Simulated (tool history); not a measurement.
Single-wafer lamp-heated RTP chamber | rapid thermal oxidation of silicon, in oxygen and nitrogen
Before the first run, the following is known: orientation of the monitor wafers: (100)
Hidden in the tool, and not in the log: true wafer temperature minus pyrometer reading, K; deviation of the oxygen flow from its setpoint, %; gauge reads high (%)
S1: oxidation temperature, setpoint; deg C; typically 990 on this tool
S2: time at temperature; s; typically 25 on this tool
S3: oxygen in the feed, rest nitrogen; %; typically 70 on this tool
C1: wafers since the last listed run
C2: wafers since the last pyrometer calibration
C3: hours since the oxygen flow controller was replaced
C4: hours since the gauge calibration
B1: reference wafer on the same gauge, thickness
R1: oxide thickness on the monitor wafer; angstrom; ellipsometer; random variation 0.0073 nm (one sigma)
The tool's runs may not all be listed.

| run | hour | S1 | S2 | S3 | C1 | C2 | C3 | C4 | B1 | R1 |
|---|---|---|---|---|---|---|---|---|---|---|
| 1 | 0.0 | 990 | 25 | 70 | 0 | 1847 | 2169.7 | 264.9 | 3.042 | 34.98 |
| 2 | 27.5 | 967 | 25 | 70 | 342 | 2190 | 2197.2 | 292.4 | 3.041 | 30.64 |
| 3 | 56.3 | 967 | 25 | 70 | 359 | 2549 | 2226.0 | 321.2 | 3.044 | 30.68 |
| 4 | 83.8 | 990 | 25 | 70 | 342 | 2892 | 2253.5 | 348.7 | 3.040 | 35.06 |
| 5 | 104.1 | 990 | 25 | 70 | 253 | 3145 | 2273.8 | 369.0 | 3.043 | 35.03 |
|  | 127.4 | pyrometer window cleaned and pyrometer calibrated |
| 6 | 127.9 | 990 | 25 | 70 | 196 | 6 | 2297.6 | 392.8 | 3.044 | 35.00 |
| 7 | 148.6 | 990 | 25 | 70 | 258 | 264 | 2318.3 | 413.5 | 3.044 | 35.00 |
| 8 | 178.4 | 990 | 25 | 70 | 371 | 636 | 2348.1 | 443.3 | 3.043 | 34.94 |
| 9 | 210.4 | 990 | 25 | 70 | 398 | 1034 | 2380.1 | 475.3 | 3.046 | 35.10 |
| 10 | 234.1 | 990 | 25 | 58 | 295 | 1330 | 2403.8 | 499.0 | 3.044 | 33.23 |
|  | 239.2 | gauge calibrated |
| 11 | 248.8 | 968 | 25 | 55 | 183 | 1513 | 2418.5 | 9.6 | 3.019 | 28.87 |
| 12 | 262.4 | 990 | 16 | 70 | 169 | 1683 | 2432.1 | 23.2 | 3.021 | 29.98 |
| 13 | 281.2 | 990 | 16 | 70 | 234 | 1917 | 2450.9 | 42.0 | 3.025 | 30.05 |
|  | 301.6 | oxygen flow controller replaced |
| 14 | 302.3 | 967 | 17 | 70 | 163 | 2080 | 0.7 | 63.1 | 3.027 | 27.34 |
| 15 | 314.4 | 976 | 30 | 48 | 150 | 2231 | 12.8 | 75.2 | 3.027 | 30.96 |
| 16 | 340.1 | 1019 | 30 | 60 | 320 | 2552 | 38.5 | 100.9 | 3.031 | 42.83 |
| 17 | 365.6 | 990 | 15 | 85 | 317 | 2870 | 64.0 | 126.4 | 3.032 | 30.91 |
| 18 | 378.7 | 990 | 25 | 53 | 163 | 3033 | 77.1 | 139.5 | 3.034 | 32.28 |
|  | 413.3 | pyrometer window cleaned and pyrometer calibrated |
| 19 | 414.4 | 990 | 25 | 70 | 345 | 13 | 112.8 | 175.2 | 3.036 | 34.91 |
| 20 | 441.0 | 1011 | 25 | 54 | 331 | 345 | 139.4 | 201.8 | 3.036 | 36.86 |
| 21 | 468.6 | 990 | 37 | 89 | 344 | 689 | 167.0 | 229.4 | 3.037 | 43.56 |
| 22 | 492.9 | 1018 | 25 | 83 | 302 | 992 | 191.3 | 253.7 | 3.040 | 44.10 |
| 23 | 524.2 | 990 | 25 | 70 | 390 | 1382 | 222.6 | 285.0 | 3.043 | 35.05 |
| 24 | 540.8 | 1020 | 25 | 52 | 206 | 1589 | 239.2 | 301.6 | 3.041 | 38.70 |
| 25 | 572.1 | 990 | 16 | 70 | 390 | 1979 | 270.5 | 332.9 | 3.043 | 30.11 |
| 26 | 589.9 | 999 | 17 | 52 | 221 | 2201 | 288.3 | 350.7 | 3.041 | 29.87 |

What if the next run were any one of these 5? Each begins from the tool's condition after run 26:
| A | 590.3 | 990 | 25 | 70 | 4 | 2206 | 288.7 | 351.1 | ? | ? |
| B | 590.3 | 999 | 21 | 61 | 4 | 2206 | 288.7 | 351.1 | ? | ? |
| C | 590.3 | 990 | 29 | 70 | 4 | 2206 | 288.7 | 351.1 | ? | ? |
| D | 590.3 | 990 | 25 | 79 | 4 | 2206 | 288.7 | 351.1 | ? | ? |
| E | 590.3 | 1012 | 25 | 70 | 4 | 2206 | 288.7 | 351.1 | ? | ? |

| run | B1 | R1 |
|---|---|---|
| A | 3.043 | 34.93 |
| B | 3.043 | 33.38 |
| C | 3.043 | 36.87 |
| D | 3.043 | 36.16 |
| E | 3.043 | 40.16 |
What these runs would have given with no unlogged condition in the tool:
| run | R1 |
|---|---|
| A | 34.67 |
| B | 33.13 |
| C | 36.59 |
| D | 35.89 |
| E | 39.86 |
